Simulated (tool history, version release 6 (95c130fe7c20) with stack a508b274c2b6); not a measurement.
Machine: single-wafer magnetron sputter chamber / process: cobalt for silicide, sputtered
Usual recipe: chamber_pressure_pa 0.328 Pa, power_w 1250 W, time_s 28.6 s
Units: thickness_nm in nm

| run | hour | chamber_pressure_pa | power_w | time_s | read-back reference wafer on the same gauge, thickness_nm | thickness_nm |
|---|---|---|---|---|---|---|
| 1 | 0 | 0.328 | 1250 | 32 | 21.134 | 22.46 |
| 2 | 33.3 | 0.328 | 1250 | 32 | 21.159 | 22.5 |
| 3 | 52.9 | 0.328 | 1250 | 28.6 | 21.179 | 20.152 |
| 4 | 82 | 0.328 | 1250 | 28.6 | 21.183 | 20.117 |
| 5 | 94.4 | 0.328 | 1250 | 28.6 | 21.185 | 20.162 |
| 6 | 113.9 | 0.24 | 1100 | 28.6 | 21.24 | 18.883 |
| 7 | 135 | 0.24 | 1100 | 28.6 | 21.23 | 19.036 |
| 8 | 148.2 | 0.24 | 1100 | 28.6 | 21.261 | 18.986 |
| 9 | 169.2 | 0.328 | 1150 | 28.6 | 21.267 | 19.263 |
| 10 | 194.4 | 0.328 | 1150 | 28.6 | 21.29 | 19.199 |
| 11 | 225.5 | 0.328 | 1250 | 28.6 | 21.31 | 20.278 |
|  | 238 | sputter target and shields replaced |
| 12 | 256.5 | 0.328 | 1250 | 28.6 | 21.346 | 20.153 |
| 13 | 282.1 | 0.328 | 1250 | 28.6 | 21.353 | 20.342 |
| 14 | 296.6 | 0.328 | 1250 | 28.6 | 21.352 | 20.396 |
|  | 327.2 | magnet pack replaced |
| 15 | 327.7 | 0.328 | 1100 | 25.3 | 21.373 | 16.505 |
| 16 | 355.6 | 0.328 | 1100 | 25.3 | 21.408 | 16.39 |
| 17 | 380.5 | 0.451 | 1250 | 24.8 | 21.444 | 17.101 |
| 18 | 415.1 | 0.328 | 1250 | 28.6 | 21.433 | 20.364 |
| 19 | 436 | 0.213 | 950 | 32.2 | 21.478 | 19.878 |
| 20 | 458.6 | 0.281 | 1000 | 23.5 | 21.468 | 14.706 |
| 21 | 485.6 | 0.328 | 1250 | 28.6 | 21.517 | 20.498 |
| 22 | 498.7 | 0.452 | 1500 | 33.8 | 21.502 | 26.565 |
| 23 | 521 | 0.328 | 1250 | 28.6 | 21.541 | 20.637 |

What does the tool deliver on the next run?
| 24 | 552.2 | 0.432 | 1250 | 31.2 | ? | ? |

Logged for run 24: read-back reference wafer on the same gauge, thickness_nm 21.567, thickness_nm 21.875 nm.
With no hidden state in the tool, this same run would have given thickness_nm 21.111 nm.

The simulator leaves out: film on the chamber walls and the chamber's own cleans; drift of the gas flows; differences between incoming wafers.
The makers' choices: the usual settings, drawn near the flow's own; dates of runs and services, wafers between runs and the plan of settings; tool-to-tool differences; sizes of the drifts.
